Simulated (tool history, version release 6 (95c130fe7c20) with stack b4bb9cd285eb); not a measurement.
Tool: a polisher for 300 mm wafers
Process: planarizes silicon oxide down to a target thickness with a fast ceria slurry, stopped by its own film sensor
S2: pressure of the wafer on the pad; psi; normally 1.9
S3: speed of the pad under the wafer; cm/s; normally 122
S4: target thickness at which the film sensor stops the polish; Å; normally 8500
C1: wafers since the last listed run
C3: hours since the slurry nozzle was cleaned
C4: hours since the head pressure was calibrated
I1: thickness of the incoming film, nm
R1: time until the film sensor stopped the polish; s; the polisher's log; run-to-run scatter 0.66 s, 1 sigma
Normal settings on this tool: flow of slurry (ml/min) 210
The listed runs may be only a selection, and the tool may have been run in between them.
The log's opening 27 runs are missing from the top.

run 28 hour=324.6 | flow_of_slurry_(ml/min)=210 S2=2.4 S3=122 S4=8500 | C1=115 wafers_polished_on_this_pad=554 C3=205.6 C4=236.5 | I1=1373.5 | R1=28.4
run 29 hour=338.4 | flow_of_slurry_(ml/min)=210 S2=1.4 S3=100 S4=8500 | C1=129 wafers_polished_on_this_pad=683 C3=219.4 C4=250.3 | I1=1402.7 | R1=62.0
run 30 hour=352.1 | flow_of_slurry_(ml/min)=210 S2=1.9 S3=122 S4=6830 | C1=128 wafers_polished_on_this_pad=812 C3=233.1 C4=264.0 | I1=1389.5 | R1=48.2
run 31 hour=365.7 | flow_of_slurry_(ml/min)=190 S2=1.6 S3=122 S4=8000 | C1=127 wafers_polished_on_this_pad=940 C3=246.7 C4=277.6 | I1=1397.2 | R1=48.0
-- hour=379.0 worn pad replaced by a new one
run 32 hour=379.5 | flow_of_slurry_(ml/min)=210 S2=1.2 S3=122 S4=9400 | C1=92 wafers_polished_on_this_pad=4 C3=260.5 C4=291.4 | I1=1411.5 | R1=52.7
run 33 hour=382.6 | flow_of_slurry_(ml/min)=140 S2=1.9 S3=122 S4=8500 | C1=29 wafers_polished_on_this_pad=33 C3=263.6 C4=294.5 | I1=1399.8 | R1=41.2
run 34 hour=398.5 | flow_of_slurry_(ml/min)=210 S2=2.4 S3=122 S4=10230 | C1=149 wafers_polished_on_this_pad=183 C3=279.5 C4=310.4 | I1=1396.5 | R1=21.1
run 35 hour=404.8 | flow_of_slurry_(ml/min)=210 S2=1.6 S3=122 S4=8500 | C1=59 wafers_polished_on_this_pad=242 C3=285.8 C4=316.7 | I1=1376.1 | R1=43.1

What will run 36 give?
run 36 hour=431.7 | flow_of_slurry_(ml/min)=210 S2=1.9 S3=122 S4=8500 | C1=252 wafers_polished_on_this_pad=494 C3=312.7 C4=343.6 | I1=1423.7 | R1=?

{"run 36": {"R1": 38.5}}
Minus the tool's unlogged condition, the same run would have read R1 38.5 s.
